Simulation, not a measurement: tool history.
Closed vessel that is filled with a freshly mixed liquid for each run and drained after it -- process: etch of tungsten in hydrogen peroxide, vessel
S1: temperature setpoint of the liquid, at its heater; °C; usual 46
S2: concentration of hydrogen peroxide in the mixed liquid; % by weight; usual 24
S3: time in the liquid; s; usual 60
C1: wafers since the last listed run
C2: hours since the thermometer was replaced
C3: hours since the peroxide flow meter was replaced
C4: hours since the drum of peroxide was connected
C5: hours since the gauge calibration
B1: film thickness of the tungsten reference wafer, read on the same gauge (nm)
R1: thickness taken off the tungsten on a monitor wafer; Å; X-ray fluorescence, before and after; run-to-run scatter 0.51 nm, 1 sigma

Run 1, hour 0: usual settings; C1 0; C2 911.2; C3 1149; C4 515.3; C5 116.6; B1 109.99. Result: R1 547.7 Å.
Run 2, hour 80.4: usual settings but S1 50.5 °C; C1 6429; C2 991.6; C3 1229.4; C4 595.7; C5 197; B1 109.99. Result: R1 712.7 Å.
Run 3, hour 102.7: usual settings but S1 50.5 °C; C1 1783; C2 1013.9; C3 1251.7; C4 618; C5 219.3; B1 109.98. Result: R1 716.3 Å.
Run 4, hour 137.4: usual settings but S1 50.5 °C; C1 2774; C2 1048.6; C3 1286.4; C4 652.7; C5 254; B1 109.99. Result: R1 707 Å.
Run 5, hour 168: usual settings; C1 2447; C2 1079.2; C3 1317; C4 683.3; C5 284.6; B1 109.97. Result: R1 542.2 Å.
Run 6, hour 187.5: usual settings; C1 1559; C2 1098.7; C3 1336.5; C4 702.8; C5 304.1; B1 110.01. Result: R1 545 Å.
Run 7, hour 200.7: usual settings; C1 1055; C2 1111.9; C3 1349.7; C4 716; C5 317.3; B1 109.98. Result: R1 540.2 Å.
Run 8, hour 233.2: usual settings but S2 19.5 % by weight; C1 2598; C2 1144.4; C3 1382.2; C4 748.5; C5 349.8; B1 110.02. Result: R1 476.3 Å.
Run 9, hour 246.3: usual settings but S2 19.5 % by weight; C1 1047; C2 1157.5; C3 1395.3; C4 761.6; C5 362.9; B1 110. Result: R1 486.9 Å.
At hour 263.2: new drum of peroxide connected.
Run 10, hour 278.3: usual settings; C1 2479; C2 1189.5; C3 1427.3; C4 15.1; C5 394.9; B1 110. Result: R1 553.9 Å.
Run 11, hour 300.6: usual settings; C1 1783; C2 1211.8; C3 1449.6; C4 37.4; C5 417.2; B1 109.99. Result: R1 559.1 Å.
Run 12, hour 317.1: usual settings; C1 1319; C2 1228.3; C3 1466.1; C4 53.9; C5 433.7; B1 109.97. Result: R1 549.2 Å.
At hour 341.4: peroxide flow meter replaced.
At hour 348.3: thermometer replaced.
Run 13, hour 381.2: usual settings but S3 35 s; C1 4966; C2 32.9; C3 39.8; C4 118; C5 497.8; B1 110. Result: R1 319.6 Å.
Run 14, hour 395.7: usual settings but S1 52.5 °C, S3 30 s; C1 1159; C2 47.4; C3 54.3; C4 132.5; C5 512.3; B1 110. Result: R1 403.4 Å.
At hour 406.8: gauge calibrated.
Run 15, hour 419.2: usual settings; C1 1879; C2 70.9; C3 77.8; C4 156; C5 12.4; B1 110.03. Result: R1 554.6 Å.
Run 16, hour 442.8: usual settings but S1 56 °C; C1 1887; C2 94.5; C3 101.4; C4 179.6; C5 36; B1 110.01. Result: R1 1011.3 Å.
Run 17, hour 461.1: usual settings but S2 19.5 % by weight, S3 85 s; C1 1463; C2 112.8; C3 119.7; C4 197.9; C5 54.3; B1 109.97. Result: R1 704.8 Å.
Run 18, hour 496.2: usual settings but S1 41 °C, S2 29 % by weight, S3 95 s; C1 2806; C2 147.9; C3 154.8; C4 233; C5 89.4; B1 110. Result: R1 691.5 Å.
Run 19, hour 513.8: usual settings; C1 1407; C2 165.5; C3 172.4; C4 250.6; C5 107; B1 110.01. Result: R1 545.3 Å.
Run 20, hour 543.2: usual settings but S1 49.5 °C; C1 2351; C2 194.9; C3 201.8; C4 280; C5 136.4; B1 110.01. Result: R1 679.8 Å.
Run 21, hour 564: usual settings but S1 41 °C; C1 1663; C2 215.7; C3 222.6; C4 300.8; C5 157.2; B1 109.99. Result: R1 402 Å.
Run 22, hour 628.8: usual settings but S1 51 °C, S2 22 % by weight, S3 85 s; C1 5181; C2 280.5; C3 287.4; C4 365.6; C5 222; B1 110.02. Result: R1 1007.2 Å.

Pick out some run-to-run changes in R1. Of each, how much would a tool without hidden state show as well, from the settings, what came in and chance, and how much is left for the hidden state and any gauge scatter not in both results compared?
The tool's hidden condition here consists of: liquid colder than its thermometer reads (K); peroxide flow below the setpoint (%); peroxide weaker than its label (%); gauge reads high (%).
Run 9 -> 10: S2 19.5 -> 24, new drum of peroxide connected. R1 +67 Å: hidden state +16.4, all else +50.6.
Run 15 -> 16: S1 46 -> 56. R1 +456.7 Å: hidden state -8, all else +464.7.
Run 21 -> 22: S1 41 -> 51, S2 24 -> 22, S3 60 -> 85. R1 +605.2 Å: hidden state -17.4, all else +622.6.

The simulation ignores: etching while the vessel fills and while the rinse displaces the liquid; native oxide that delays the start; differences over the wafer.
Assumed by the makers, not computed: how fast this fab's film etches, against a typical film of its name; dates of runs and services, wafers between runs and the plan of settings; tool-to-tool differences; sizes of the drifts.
